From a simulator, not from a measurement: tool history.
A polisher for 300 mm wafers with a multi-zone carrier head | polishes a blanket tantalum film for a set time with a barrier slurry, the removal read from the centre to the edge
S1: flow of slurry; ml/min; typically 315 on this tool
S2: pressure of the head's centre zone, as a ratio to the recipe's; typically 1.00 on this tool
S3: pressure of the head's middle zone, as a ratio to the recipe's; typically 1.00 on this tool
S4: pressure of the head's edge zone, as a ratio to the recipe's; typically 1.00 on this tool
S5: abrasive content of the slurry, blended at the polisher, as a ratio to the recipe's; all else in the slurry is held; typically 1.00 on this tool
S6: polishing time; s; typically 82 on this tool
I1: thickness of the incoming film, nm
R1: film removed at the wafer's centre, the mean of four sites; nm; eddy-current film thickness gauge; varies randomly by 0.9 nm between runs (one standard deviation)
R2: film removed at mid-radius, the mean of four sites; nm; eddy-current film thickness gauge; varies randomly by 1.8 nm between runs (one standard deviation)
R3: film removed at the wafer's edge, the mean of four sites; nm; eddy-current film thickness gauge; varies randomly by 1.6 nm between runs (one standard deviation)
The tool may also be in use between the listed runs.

run 1 hour=0.0 | S1=315 S2=1.00 S3=1.00 S4=1.00 S5=1.00 S6=82 | I1=334.9 | R1=124.0 R2=124.2 R3=123.0
-- hour=14.8 worn pad replaced by a new one
run 2 hour=38.1 | S1=315 S2=1.00 S3=1.00 S4=1.00 S5=1.00 S6=82 | I1=336.5 | R1=125.2 R2=121.8 R3=121.8
run 3 hour=64.2 | S1=315 S2=0.92 S3=1.12 S4=1.00 S5=1.00 S6=72 | I1=344.2 | R1=99.6 R2=117.5 R3=108.0
run 4 hour=130.1 | S1=315 S2=1.00 S3=1.00 S4=1.06 S5=1.20 S6=82 | I1=337.0 | R1=126.8 R2=127.3 R3=129.8
run 5 hour=261.5 | S1=315 S2=1.00 S3=1.00 S4=1.06 S5=1.20 S6=82 | I1=338.9 | R1=126.7 R2=125.6 R3=131.8
run 6 hour=303.0 | S1=315 S2=1.00 S3=1.00 S4=1.00 S5=1.00 S6=82 | I1=335.6 | R1=118.7 R2=122.2 R3=121.5
-- hour=335.1 edge zone pressure recalibrated
run 7 hour=372.9 | S1=315 S2=1.00 S3=1.00 S4=0.96 S5=1.10 S6=109 | I1=338.4 | R1=161.0 R2=160.7 R3=156.8
-- hour=403.5 slurry nozzle cleaned
run 8 hour=420.7 | S1=395 S2=1.00 S3=1.00 S4=1.00 S5=1.00 S6=82 | I1=342.8 | R1=130.3 R2=126.5 R3=126.3
-- hour=471.2 worn pad replaced by a new one
run 9 hour=484.5 | S1=315 S2=1.00 S3=1.00 S4=1.06 S5=1.20 S6=82 | I1=341.1 | R1=131.6 R2=129.7 R3=132.7
run 10 hour=545.8 | S1=315 S2=1.00 S3=1.09 S4=1.00 S5=1.00 S6=82 | I1=345.4 | R1=123.4 R2=135.7 R3=120.9
run 11 hour=602.8 | S1=395 S2=1.00 S3=1.00 S4=1.00 S5=1.00 S6=82 | I1=336.7 | R1=128.5 R2=125.6 R3=126.2
run 12 hour=670.8 | S1=225 S2=1.00 S3=1.00 S4=1.00 S5=1.00 S6=82 | I1=339.7 | R1=117.2 R2=116.0 R3=117.8
run 13 hour=727.8 | S1=315 S2=1.00 S3=1.00 S4=1.00 S5=1.00 S6=82 | I1=340.8 | R1=123.7 R2=119.6 R3=122.3
run 14 hour=796.9 | S1=315 S2=1.00 S3=1.00 S4=1.00 S5=1.00 S6=82 | I1=336.4 | R1=121.7 R2=119.3 R3=122.6
run 15 hour=848.2 | S1=315 S2=1.00 S3=1.00 S4=1.00 S5=1.00 S6=82 | I1=341.8 | R1=122.2 R2=116.2 R3=117.5
-- hour=879.1 worn pad replaced by a new one
run 16 hour=909.4 | S1=315 S2=1.00 S3=1.04 S4=1.00 S5=1.00 S6=82 | I1=339.2 | R1=120.7 R2=121.5 R3=115.6
run 17 hour=980.7 | S1=225 S2=1.00 S3=1.00 S4=0.96 S5=1.00 S6=82 | I1=342.6 | R1=109.4 R2=111.1 R3=106.6
run 18 hour=1050.3 | S1=280 S2=1.00 S3=1.00 S4=0.93 S5=1.25 S6=82 | I1=336.0 | R1=120.3 R2=117.3 R3=117.1
run 19 hour=1089.2 | S1=355 S2=1.00 S3=1.00 S4=1.00 S5=1.00 S6=82 | I1=341.8 | R1=118.6 R2=114.6 R3=115.9
-- hour=1103.7 slurry nozzle cleaned
run 20 hour=1140.3 | S1=315 S2=1.00 S3=1.00 S4=1.00 S5=1.00 S6=82 | I1=341.2 | R1=127.1 R2=128.6 R3=124.0
run 21 hour=1210.2 | S1=225 S2=0.90 S3=0.90 S4=0.88 S5=1.00 S6=82 | I1=340.1 | R1=112.2 R2=111.1 R3=110.7
-- hour=1245.3 worn pad replaced by a new one
run 22 hour=1280.1 | S1=315 S2=1.04 S3=1.00 S4=0.89 S5=0.90 S6=82 | I1=340.1 | R1=128.4 R2=121.3 R3=113.3

For each run, what was the tool's unlogged condition?
removal rate lost through wear of the pad, %: 0 across all the runs
deviation of the edge zone's pressure from its setpoint, %: 0 across all the runs
H1: slurry flow missing at the pad, %
H2: deviation of the centre zone's pressure from its setpoint, %
run=1 H1=16.4 H2=1.07
run=2 H1=18.8 H2=1.08
run=3 H1=20.4 H2=1.1
run=4 H1=24.5 H2=1.14
run=5 H1=32.6 H2=1.27
run=6 H1=35.2 H2=1.33
run=7 H1=39.5 H2=1.44
run=8 H1=7.77 H2=1.52
run=9 H1=11.7 H2=1.65
run=10 H1=15.5 H2=1.79
run=11 H1=19.1 H2=1.93
run=12 H1=23.3 H2=2.12
run=13 H1=26.8 H2=2.29
run=14 H1=31.1 H2=2.51
run=15 H1=34.3 H2=2.69
run=16 H1=38.1 H2=2.91
run=17 H1=42.5 H2=3.2
run=18 H1=46.8 H2=3.49
run=19 H1=49.2 H2=3.66
run=20 H1=4.31 H2=3.9
run=21 H1=8.64 H2=4.24
run=22 H1=13 H2=4.59
